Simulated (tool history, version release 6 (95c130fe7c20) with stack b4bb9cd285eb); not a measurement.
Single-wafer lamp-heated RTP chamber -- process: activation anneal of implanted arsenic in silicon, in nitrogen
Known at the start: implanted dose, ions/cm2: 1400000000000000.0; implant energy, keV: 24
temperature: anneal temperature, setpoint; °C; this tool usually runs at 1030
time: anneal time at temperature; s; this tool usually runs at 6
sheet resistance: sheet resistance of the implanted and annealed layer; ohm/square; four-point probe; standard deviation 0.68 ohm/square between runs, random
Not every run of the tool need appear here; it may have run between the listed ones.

run	hour	temperature	time	read-back reference wafer on the same gauge, sheet resistance	sheet resistance
1	0.0	1030	6	143.88	121.05
2	26.2	1030	6	144.01	121.50
3	58.0	1030	6	143.98	121.79
4	84.4	1030	6	143.85	121.76
5	101.3	1030	6	143.99	121.70
# hour 175.2: pyrometer window cleaned and pyrometer calibrated
6	206.5	1030	6	144.14	122.29
# hour 210.6: gauge calibrated
7	219.1	1030	6	144.25	123.53
8	253.2	1030	6	144.13	122.00
9	285.4	1030	6	143.79	121.49
10	303.9	1030	6	143.96	120.68
11	324.1	1030	6	144.09	122.21
12	350.5	1030	8	144.04	117.03
13	366.7	1030	8	143.94	116.98
# hour 387.1: pyrometer window cleaned and pyrometer calibrated
14	391.5	1049	8	144.46	113.89
15	427.2	1049	8	143.72	113.10
16	448.9	1030	9	144.33	118.08
17	463.1	1030	3	143.86	129.16
18	493.0	1049	6	143.95	117.04
19	515.8	1046	9	144.38	112.41
20	531.5	1040	3	144.00	125.88
21	560.6	1030	6	144.06	120.36
22	586.4	1045	9	144.23	111.74
# hour 610.4: reflector plate cleaned
23	613.9	1009	9	143.87	122.28
# hour 623.1: gauge calibrated
# hour 640.0: pyrometer window cleaned and pyrometer calibrated
24	648.0	1014	5	143.80	131.32
25	674.7	1004	4	143.75	136.22
26	706.8	1039	6	144.24	119.17
27	735.3	1030	6	143.61	121.80
28	762.3	1047	6	144.11	116.13
29	783.5	1030	6	144.11	121.68
30	804.0	1053	6	143.84	115.58

Below, some changes in sheet resistance between adjacent runs. For each, the amount present without the hidden state too (settings, incoming material, random variation) and the amount remaining for the hidden state with gauge scatter not shared by both compared results:
Hidden conditions of the tool in this case: true wafer temperature minus pyrometer reading, K; wafer temperature error from the tarnished reflector plate, K; gauge reads high (%).
Run 5 -> 6: pyrometer window cleaned and pyrometer calibrated. sheet resistance +0.59 ohm/square: hidden state +2.02, all else -1.43.
Run 13 -> 14: temperature 1030 -> 1049, pyrometer window cleaned and pyrometer calibrated. sheet resistance -3.09 ohm/square: hidden state +2.75, all else -5.84.
Run 17 -> 18: temperature 1030 -> 1049, time 3 -> 6. sheet resistance -12.12 ohm/square: hidden state -0.18, all else -11.94.
Run 19 -> 20: temperature 1046 -> 1040, time 9 -> 3. sheet resistance +13.47 ohm/square: hidden state -0.24, all else +13.71.
Run 23 -> 24: temperature 1009 -> 1014, time 9 -> 5, gauge calibrated, pyrometer window cleaned and pyrometer calibrated. sheet resistance +9.04 ohm/square: hidden state +3.90, all else +5.14.
Run 25 -> 26: temperature 1004 -> 1039, time 4 -> 6. sheet resistance -17.05 ohm/square: hidden state -0.27, all else -16.78.

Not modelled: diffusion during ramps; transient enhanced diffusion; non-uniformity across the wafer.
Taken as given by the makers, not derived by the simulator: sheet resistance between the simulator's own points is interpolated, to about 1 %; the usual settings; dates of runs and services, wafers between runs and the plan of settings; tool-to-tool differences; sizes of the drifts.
